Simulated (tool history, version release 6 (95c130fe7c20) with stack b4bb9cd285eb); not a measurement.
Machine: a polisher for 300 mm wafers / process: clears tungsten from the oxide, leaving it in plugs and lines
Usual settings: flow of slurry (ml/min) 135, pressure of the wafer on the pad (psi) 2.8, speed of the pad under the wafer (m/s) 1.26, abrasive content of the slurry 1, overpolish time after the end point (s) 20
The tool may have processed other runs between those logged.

run,hour,flow of slurry (ml/min),pressure of the wafer on the pad (psi),speed of the pad under the wafer (m/s),abrasive content of the slurry,overpolish time after the end point (s),"incoming thickness of the incoming film, nm",time until the end point was called (s)
1,0,135,3.4,1.26,1,20,532,130.2
2,49.7,150,2.8,1.26,1,20,527.6,150.1
# hour 145.1: worn pad replaced by a new one
3,147.3,135,3.2,1.26,1,20,527.9,130
4,187.7,135,3.2,1.26,1,20,519.1,129.1
5,227.5,135,3.2,1.26,1,20,536.3,135
6,294.6,155,2.8,1.26,0.8,20,517.8,152.8
7,338.5,135,2.8,1.26,1,20,523.1,151.9
# hour 346.5: head pressure recalibrated
8,385.1,135,2.8,1.1,1,20,528.7,173
# hour 389.7: slurry blender recalibrated
# hour 406.3: slurry tank refilled with fresh slurry and peroxide
9,438.8,95,2.8,1.26,1,20,528.2,160.7
10,479.4,150,3.5,1.26,1.15,20,524.9,117
11,525.8,90,2.8,1.56,0.75,24,525.6,151
# hour 529.9: slurry nozzle cleaned
# hour 555.1: worn pad replaced by a new one
12,583.8,135,2.8,1,1.25,14,530.9,169.8
13,649.9,135,2.8,1.26,1.1,20,530.5,144.1

Predict the results of run 14:
14,721.6,135,2.8,1.26,1,20,520,?

time until the end point was called (s): 153.1
With no hidden state in the tool, this same run would have given time until the end point was called (s) 145.6.
